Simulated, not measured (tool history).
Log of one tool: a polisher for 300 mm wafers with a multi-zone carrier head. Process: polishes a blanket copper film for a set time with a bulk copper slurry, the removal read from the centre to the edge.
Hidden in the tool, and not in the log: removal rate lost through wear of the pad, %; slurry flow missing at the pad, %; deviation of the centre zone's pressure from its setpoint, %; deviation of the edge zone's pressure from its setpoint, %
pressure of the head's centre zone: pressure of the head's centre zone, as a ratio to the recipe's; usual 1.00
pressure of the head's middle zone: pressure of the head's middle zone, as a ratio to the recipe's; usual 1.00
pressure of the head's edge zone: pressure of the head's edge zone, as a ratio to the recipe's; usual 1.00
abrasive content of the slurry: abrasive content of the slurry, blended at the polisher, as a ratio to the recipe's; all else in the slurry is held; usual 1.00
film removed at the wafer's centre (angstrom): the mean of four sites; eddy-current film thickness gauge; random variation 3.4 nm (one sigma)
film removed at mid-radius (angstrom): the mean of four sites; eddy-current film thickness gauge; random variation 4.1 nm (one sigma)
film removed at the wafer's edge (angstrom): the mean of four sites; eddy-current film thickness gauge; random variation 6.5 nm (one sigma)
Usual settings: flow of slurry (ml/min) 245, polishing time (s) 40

run     day  flow of slurry (ml/min)  pressure of the head's centre zone  pressure of the head's middle zone  pressure of the head's edge zone  abrasive content of the slurry  polishing time (s)  wafers since the last listed run  wafers polished on this pad  hours since the slurry nozzle was cleaned  hours since the centre zone pressure was calibrated  hours since the edge zone pressure was calibrated  hours since the carrier head's membrane was replaced  incoming thickness of the incoming film, nm  film removed at the wafer's centre (angstrom)  film removed at mid-radius (angstrom)  film removed at the wafer's edge (angstrom)
  1   0.000                      245                                1.00                                1.00                              1.00                            1.00                  40                                 0                         2672                                      140.8                                                387.3                                              848.5                                                1583.9                                       2826.2                                           4626                                   4487                                         4553
      0.212  -- carrier head's membrane replaced by a new one
  2   2.750                      245                                1.00                                1.00                              1.00                            1.00                  40                               712                         3385                                      206.8                                                453.3                                              914.5                                                  60.9                                       2845.5                                           4639                                   4492                                         4562
  3   4.592                      245                                0.95                                1.00                              1.08                            1.00                  40                               516                         3901                                      251.0                                                497.5                                              958.7                                                 105.1                                       2842.3                                           4446                                   4402                                         4657
      6.050  -- edge zone pressure recalibrated
  4   6.921                      245                                1.00                                1.00                              1.00                            1.00                  40                               629                         4531                                      306.9                                                553.4                                               20.9                                                 161.0                                       2765.0                                           4666                                   4465                                         4603
      8.571  -- worn pad replaced by a new one
  5   8.871                      245                                1.08                                1.08                              1.03                            1.10                  40                               499                           84                                      353.7                                                600.2                                               67.7                                                 207.8                                       2862.5                                           5245                                   4923                                         4670
  6   9.875                      220                                1.08                                1.04                              0.90                            1.00                  40                               281                          366                                      377.8                                                624.3                                               91.8                                                 231.9                                       2875.4                                           5060                                   4514                                         4297
  7  11.642                      245                                1.00                                1.00                              1.00                            1.00                  40                               495                          861                                      420.2                                                666.7                                              134.2                                                 274.3                                       2779.1                                           4682                                   4410                                         4533
     11.858  -- slurry nozzle cleaned
  8  14.354                      245                                0.95                                1.00                              1.08                            1.00                  40                               748                         1610                                       59.9                                                731.8                                              199.3                                                 339.4                                       2824.6                                           4502                                   4413                                         4742
  9  16.412                      245                                1.00                                1.00                              1.00                            1.00                  29                               577                         2187                                      109.3                                                781.2                                              248.7                                                 388.8                                       2845.5                                           3420                                   3292                                         3329
 10  17.958                      245                                1.10                                1.00                              1.11                            1.15                  40                               433                         2620                                      146.4                                                818.3                                              285.8                                                 425.9                                       2834.4                                           5413                                   4634                                         5020
 11  20.596                      220                                0.92                                1.00                              1.00                            1.00                  40                               739                         3360                                      209.7                                                881.6                                              349.1                                                 489.2                                       2779.7                                           4246                                   4323                                         4551
 12  23.275                      245                                1.00                                0.91                              1.00                            1.00                  40                               751                         4111                                      274.0                                                945.9                                              413.4                                                 553.5                                       2824.3                                           4697                                   4162                                         4454
     24.496  -- worn pad replaced by a new one
 13  26.088                      245                                1.08                                1.00                              1.00                            1.00                  40                               741                          446                                      341.5                                               1013.4                                              480.9                                                 621.0                                       2818.1                                           5103                                   4501                                         4541
 14  27.933                      245                                1.07                                1.00                              1.00                            1.00                  51                               517                          964                                      385.8                                               1057.7                                              525.2                                                 665.3                                       2866.8                                           6398                                   5706                                         5885
 15  30.592                      245                                1.00                                1.00                              0.90                            0.70                  35                               745                         1709                                      449.6                                               1121.5                                              589.0                                                 729.1                                       2773.1                                           3799                                   3608                                         3518
     33.183  -- slurry nozzle cleaned
 16  33.483                      200                                1.00                                1.00                              0.93                            1.00                  48                               799                         2508                                        7.2                                               1190.9                                              658.4                                                 798.5                                       2814.4                                           5482                                   5222                                         5276
 17  34.988                      245                                1.10                                1.04                              1.11                            1.00                  40                               421                         2930                                       43.3                                               1227.0                                              694.5                                                 834.6                                       2790.7                                           5282                                   4651                                         4743
 18  36.225                      245                                1.09                                1.00                              1.00                            1.10                  40                               346                         3277                                       73.0                                               1256.7                                              724.2                                                 864.3                                       2802.9                                           5252                                   4669                                         4674
 19  37.250                      245                                1.00                                0.95                              1.00                            1.00                  32                               287                         3564                                       97.6                                               1281.3                                              748.8                                                 888.9                                       2859.6                                           3814                                   3406                                         3660
 20  39.258                      245                                0.97                                0.93                              1.00                            1.00                  40                               563                         4127                                      145.8                                               1329.5                                              797.0                                                 937.1                                       2815.3                                           4598                                   4209                                         4681
     40.583  -- worn pad replaced by a new one
 21  40.604                      245                                1.00                                1.00                              1.00                            1.00                  40                               330                            5                                      178.1                                               1361.8                                              829.3                                                 969.4                                       2828.8                                           4678                                   4506                                         4567
 22  42.021                      265                                1.08                                1.00                              1.00                            1.00                  40                               397                          402                                      212.1                                               1395.8                                              863.3                                                1003.4                                       2814.1                                           5180                                   4501                                         4638

3 ways to go on from here, each from the tool as it stands after run 22. What would each give?
  A  42.038                      245                                1.00                                0.90                              1.00                            1.00                  40                                 4                          407                                      212.5                                               1396.2                                              863.7                                                1003.8                                       2854.9                                              ?                                      ?                                            ?
  B  42.038                      160                                1.00                                1.06                              1.00                            1.30                  40                                 4                          407                                      212.5                                               1396.2                                              863.7                                                1003.8                                       2854.9                                              ?                                      ?                                            ?
  C  42.038                      180                                1.00                                1.00                              0.88                            0.90                  48                                 4                          407                                      212.5                                               1396.2                                              863.7                                                1003.8                                       2854.9                                              ?                                      ?                                            ?

run  film removed at the wafer's centre (angstrom)  film removed at mid-radius (angstrom)  film removed at the wafer's edge (angstrom)
  A                                           4790                                   4126                                         4695
  B                                           4735                                   4696                                         4756
  C                                           5299                                   4997                                         4989
Without the tool's hidden state the same runs would have given:
run  film removed at the wafer's centre (angstrom)  film removed at mid-radius (angstrom)  film removed at the wafer's edge (angstrom)
  A                                           4439                                   4127                                         4695
  B                                           4388                                   4698                                         4756
  C                                           4911                                   4999                                         4989
